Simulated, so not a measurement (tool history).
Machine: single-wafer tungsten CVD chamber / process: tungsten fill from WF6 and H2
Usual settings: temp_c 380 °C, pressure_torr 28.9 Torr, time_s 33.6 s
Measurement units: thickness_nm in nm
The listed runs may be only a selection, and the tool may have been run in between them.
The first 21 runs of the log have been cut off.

| run | hour | temp_c | pressure_torr | time_s | read-back reference wafer on the same gauge, thickness_nm | thickness_nm |
|---|---|---|---|---|---|---|
| 22 | 1182.1 | 373 | 28.9 | 29.1 | 65.38 | 50.058 |
| 23 | 1248.9 | 380 | 28.9 | 33.6 | 65.411 | 67.605 |
| 24 | 1300.5 | 375 | 28.9 | 28.3 | 65.421 | 51.114 |
| 25 | 1353.9 | 384 | 28.9 | 33.6 | 65.386 | 73.756 |
| 26 | 1380.3 | 380 | 22.5 | 33.6 | 65.423 | 54.753 |
| 27 | 1412.5 | 367 | 28.9 | 33.6 | 65.395 | 50.094 |
| 28 | 1477.1 | 380 | 28.9 | 33.6 | 65.433 | 67.263 |
| 29 | 1524.3 | 380 | 28.9 | 33.6 | 65.385 | 67.818 |
| 30 | 1561.4 | 374 | 32.8 | 27.8 | 65.378 | 53.303 |
| 31 | 1600 | 390 | 28.9 | 36.4 | 65.433 | 90.222 |
| 32 | 1646.8 | 370 | 24.7 | 27.7 | 65.365 | 38.798 |
| 33 | 1687.6 | 380 | 28.9 | 33.6 | 65.414 | 66.995 |
| 34 | 1715.1 | 380 | 23.9 | 37.9 | 65.363 | 65.107 |

Alternative continuations, all from the tool just after run 34; predict every row:
| A | 1715.5 | 380 | 28.9 | 38.9 | ? | ? |
| B | 1715.5 | 388 | 32.2 | 27.3 | ? | ? |
| C | 1715.5 | 390 | 28.9 | 30.3 | ? | ? |
| D | 1715.5 | 368 | 22.7 | 38.4 | ? | ? |

| run | read-back reference wafer on the same gauge, thickness_nm | thickness_nm |
|---|---|---|
| A | 65.352 | 78.201 |
| B | 65.352 | 70.631 |
| C | 65.352 | 75.645 |
| D | 65.352 | 47.975 |
Take away the tool's hidden state, keep each run's random variation, and the runs would have read:
| run | thickness_nm |
|---|---|
| A | 78.054 |
| B | 70.501 |
| C | 75.51 |
| D | 47.879 |
